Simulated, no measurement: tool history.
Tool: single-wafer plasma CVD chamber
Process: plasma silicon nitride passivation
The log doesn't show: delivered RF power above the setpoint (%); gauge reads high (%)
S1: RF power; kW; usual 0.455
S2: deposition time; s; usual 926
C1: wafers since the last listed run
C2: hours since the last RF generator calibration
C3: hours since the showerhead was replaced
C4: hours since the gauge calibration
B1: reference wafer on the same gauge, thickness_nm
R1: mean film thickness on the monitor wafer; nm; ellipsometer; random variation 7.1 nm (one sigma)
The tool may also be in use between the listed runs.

run    hour     S1    S2   C1      C2      C3      C4        B1        R1
  1       0  0.455   926    0    1554  3778.3   418.7  1340.712  1382.097
  2    34.6  0.455   926   57  1588.6  3812.9   453.3  1340.132  1378.213
  3    59.4  0.455   926   40  1613.4  3837.7   478.1   1341.33  1369.146
  4      79  0.455   926   32    1633  3857.3   497.7  1339.614  1383.761
  5    96.5  0.455   926   28  1650.5  3874.8   515.2  1340.319  1372.004
  6   120.7  0.455   926   39  1674.7    3899   539.4  1340.342  1362.484
  7   149.8  0.455   856   48  1703.8  3928.1   568.5  1341.335  1271.956
  8     171  0.455   856   35    1725  3949.3   589.7  1342.465  1271.604
  9   185.3  0.455   856   23  1739.3  3963.6     604  1339.789  1275.448
 10   207.9  0.455   926   37  1761.9  3986.2   626.6  1342.663  1374.112
 11   236.3  0.455   926   46  1790.3  4014.6     655  1342.258  1380.309
 12   263.3  0.455   926   44  1817.3  4041.6     682  1342.162  1378.318
 13   294.5  0.455   926   51  1848.5  4072.8   713.2  1339.916  1374.268
 14   308.6  0.455   926   23  1862.6  4086.9   727.3  1337.806  1382.118
 15   329.8  0.455   926   35  1883.8  4108.1   748.5   1342.64  1381.634
 16   346.5  0.455   926   27  1900.5  4124.8   765.2  1338.425    1372.2
 17   364.6  0.455   926   29  1918.6  4142.9   783.3  1339.618  1366.363
 18   383.2  0.455   926   30  1937.2  4161.5   801.9  1341.246  1375.232
 19   398.5  0.455   926   25  1952.5  4176.8   817.2  1339.984  1382.982
 20   417.3  0.455   926   31  1971.3  4195.6     836  1342.403  1369.614
 21   434.2  0.455   926   27  1988.2  4212.5   852.9  1339.521  1382.329
 22   461.3  0.455   831   44  2015.3  4239.6     880  1338.609  1243.769
      472.2  -- RF generator calibrated
      478.3  -- showerhead replaced
 23   478.8   0.38   774    5     6.6     0.5   897.5  1342.399  1090.808
 24   509.9  0.535  1103   51    37.7    31.6   928.6  1340.468   1718.48
 25   542.2  0.455   856   53      70    63.9   960.9  1339.564  1274.786
 26   566.3    0.5  1067   39    94.1      88     985   1343.66  1628.622
 27     589  0.525   786   37   116.8   110.7  1007.7  1342.464  1200.492
 28   615.3  0.535  1103   43   143.1     137    1034  1344.121  1713.179
      623.4  -- gauge calibrated
 29     636  0.455   996   34   163.8   157.7    12.6  1337.439  1480.376
 30   655.1  0.405  1076   31   182.9   176.8    31.7  1339.289  1532.641
 31   678.1  0.535  1011   37   205.9   199.8    54.7  1339.671  1569.418
 32   708.9  0.405   839   50   236.7   230.6    85.5  1340.833  1197.464
 33   725.2  0.455   926   26     253   246.9   101.8   1340.18  1381.676
 34   755.2  0.485   926   49     283   276.9   131.8  1338.874  1405.299
 35   798.2  0.455   926   71     326   319.9   174.8  1340.663  1377.867
 36   905.9  0.455   926  177   433.7   427.6   282.5  1340.379  1370.633
 37   931.5  0.535   926   42   459.3   453.2   308.1  1340.601  1428.499
 38   991.9  0.455   761   99   519.7   513.6   368.5   1336.45  1120.818
 39  1021.5    0.4   815   48   549.3   543.2   398.1  1339.946  1173.349
 40  1041.5  0.455   926   33   569.3   563.2   418.1  1342.967  1365.836
 41  1075.2  0.455   810   55     603   596.9   451.8  1342.931  1201.437
 42  1101.1  0.525   824   42   628.9   622.8   477.7  1342.406  1281.672
 43  1136.5   0.53   749   58   664.3   658.2   513.1   1340.85   1159.11
 44    1170  0.545   796   55   697.8   691.7   546.6  1339.273   1253.28

The tool's hidden state at each run:
delivered RF power above the setpoint (%): 0 in every run
gauge reads high (%): 0 in every run
